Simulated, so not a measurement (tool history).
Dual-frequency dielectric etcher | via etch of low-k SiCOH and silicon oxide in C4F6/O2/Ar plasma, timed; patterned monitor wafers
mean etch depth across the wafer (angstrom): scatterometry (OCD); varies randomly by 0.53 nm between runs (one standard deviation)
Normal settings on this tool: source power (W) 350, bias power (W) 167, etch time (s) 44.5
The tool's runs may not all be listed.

run,hour,source power (W),bias power (W),etch time (s),wafers since the last listed run,hours since the last wet clean,hours since the last source power generator calibration,hours since the last bias power generator calibration,hours since the last upper electrode change,hours since the gauge calibration,"read-back reference wafer on the same gauge, depth_nm",mean etch depth across the wafer (angstrom)
1,0,350,167,44.5,0,11.3,3096.5,1465.4,5136.9,2655,97.9,956
2,103.9,350,167,44.5,1452,115.2,3200.4,1569.3,5240.8,2758.9,97.9,936
3,263.5,350,167,44.5,2230,274.8,3360,1728.9,5400.4,2918.5,97.9,933
4,326.6,350,167,44.5,882,337.9,3423.1,1792,5463.5,2981.6,98.1,927
# hour 340.5: gauge calibrated
5,387.7,350,167,44.5,854,399,3484.2,1853.1,5524.6,47.2,97.9,933
# hour 415.2: bias power generator calibrated
6,424.4,350,167,44.5,457,435.7,3520.9,9.2,5561.3,83.9,97.9,915
# hour 518.7: source power generator calibrated
7,528.8,350,189,44.5,1403,540.1,10.1,113.6,5665.7,188.3,97.9,944
8,634,350,189,44.5,1470,645.3,115.3,218.8,5770.9,293.5,97.9,941
9,692.7,350,154,44.5,820,704,174,277.5,5829.6,352.2,98,847
# hour 760.6: wet clean of the chamber
10,761.1,380,195,36.5,620,0.5,242.4,345.9,5898,420.6,98,860
# hour 916.4: upper electrode replaced
11,1079.3,350,167,44.5,4112,318.7,560.6,664.1,162.9,738.8,98,897
12,1148.8,350,180,44.5,971,388.2,630.1,733.6,232.4,808.3,98.1,926
13,1209,350,167,44.5,841,448.4,690.3,793.8,292.6,868.5,98,897
14,1287.6,350,167,44.5,1098,527,768.9,872.4,371.2,947.1,97.9,892
15,1386.4,350,196,44.5,1381,625.8,867.7,971.2,470,1045.9,98.1,953
16,1476.9,430,147,55,1265,716.3,958.2,1061.7,560.5,1136.4,98.1,1145
# hour 1521.9: wet clean of the chamber
17,1554.4,350,167,44.5,747,32.5,1035.7,1139.2,638,1213.9,98,935
18,1620.9,310,205,40,929,99,1102.2,1205.7,704.5,1280.4,98,852
19,1685.6,400,143,49.5,904,163.7,1166.9,1270.4,769.2,1345.1,98,1027
20,1790.2,350,131,44.5,1462,268.3,1271.5,1375,873.8,1449.7,97.9,800
21,1897.1,270,144,52,1494,375.2,1378.4,1481.9,980.7,1556.6,98,826
22,1962.6,350,141,34.5,915,440.7,1443.9,1547.4,1046.2,1622.1,98,645
23,2068.9,390,205,48.5,1485,547,1550.2,1653.7,1152.5,1728.4,98.1,1142
# hour 2125.9: wet clean of the chamber
24,2233.7,260,167,44.5,1968,107.8,1715,1818.5,1317.3,1893.2,98,750
25,2329.2,310,135,44.5,1334,203.3,1810.5,1914,1412.8,1988.7,98,764
26,2395.7,350,167,44.5,929,269.8,1877,1980.5,1479.3,2055.2,98,905
27,2440.2,350,167,44.5,622,314.3,1921.5,2025,1523.8,2099.7,98,911
28,2501.7,420,183,36.5,859,375.8,1983,2086.5,1585.3,2161.2,97.9,868
29,2542.6,350,167,44.5,571,416.7,2023.9,2127.4,1626.2,2202.1,98,905

For each run, what was the tool's unlogged condition?
bias power that arrives over what is set, %: 0 across all the runs
gauge reads high (%): 0 across all the runs
H1: etch rate over this chamber's usual, %
H2: source power that arrives over what is set, %
run,H1,H2
1,0.865,4.7
2,0.0684,4.85
3,-1.15,5.09
4,-1.64,5.18
5,-2.11,5.27
6,-2.39,5.32
7,-3.19,-0.309
8,-3.99,-0.153
9,-4.44,-0.0666
10,0.544,0.0345
11,-1.89,0.505
12,-2.43,0.608
13,-2.89,0.697
14,-3.49,0.813
15,-4.25,0.959
16,-4.94,1.09
17,0.423,1.21
18,-0.0866,1.31
19,-0.582,1.4
20,-1.38,1.56
21,-2.2,1.71
22,-2.71,1.81
23,-3.52,1.97
24,-0.709,2.21
25,-1.44,2.35
26,-1.95,2.45
27,-2.29,2.52
28,-2.76,2.61
29,-3.08,2.67
